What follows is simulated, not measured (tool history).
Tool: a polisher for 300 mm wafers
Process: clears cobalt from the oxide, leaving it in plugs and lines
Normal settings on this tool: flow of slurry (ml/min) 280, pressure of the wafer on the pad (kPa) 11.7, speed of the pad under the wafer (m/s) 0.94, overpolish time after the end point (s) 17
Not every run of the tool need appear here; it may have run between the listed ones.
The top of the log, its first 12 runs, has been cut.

run   hour  flow of slurry (ml/min)  pressure of the wafer on the pad (kPa)  speed of the pad under the wafer (m/s)  overpolish time after the end point (s)  incoming thickness of the incoming film, nm  time until the end point was called (s)  dishing of a wide line in a test structure (nm)
 13  640.0                      280                                    11.7                                    0.94                                       17                                        220.5                                     65.9                                             38.2
 14  664.6                      280                                    11.7                                    0.94                                       11                                        220.6                                     67.3                                             28.4
     677.6  -- slurry nozzle cleaned
 15  691.8                      280                                    11.7                                    0.94                                       11                                        221.9                                     63.1                                             30.5
 16  720.6                      280                                    11.7                                    0.94                                       11                                        215.1                                     60.1                                             30.1
     728.8  -- head pressure recalibrated
     751.9  -- worn pad replaced by a new one
 17  819.5                      280                                    10.3                                    0.94                                        8                                        218.1                                     68.3                                             20.8
 18  853.8                      280                                    11.7                                    0.94                                       17                                        218.6                                     62.8                                             38.5
 19  896.1                      280                                    11.7                                    0.82                                       17                                        221.7                                     71.6                                             36.4
 20  948.4                      280                                    11.7                                    0.94                                       22                                        221.7                                     66.7                                             43.5

Run 21 has not been measured yet. What should we expect?
 21  1001.9                      280                                    13.8                                    1.16                                       17                                        218.8                                        ?                                                ?

Run 21 produced time until the end point was called (s) 46.7, dishing of a wide line in a test structure (nm) 48.2.
Without the tool's hidden state the same run would have given time until the end point was called (s) 43.4, dishing of a wide line in a test structure (nm) 49.8.

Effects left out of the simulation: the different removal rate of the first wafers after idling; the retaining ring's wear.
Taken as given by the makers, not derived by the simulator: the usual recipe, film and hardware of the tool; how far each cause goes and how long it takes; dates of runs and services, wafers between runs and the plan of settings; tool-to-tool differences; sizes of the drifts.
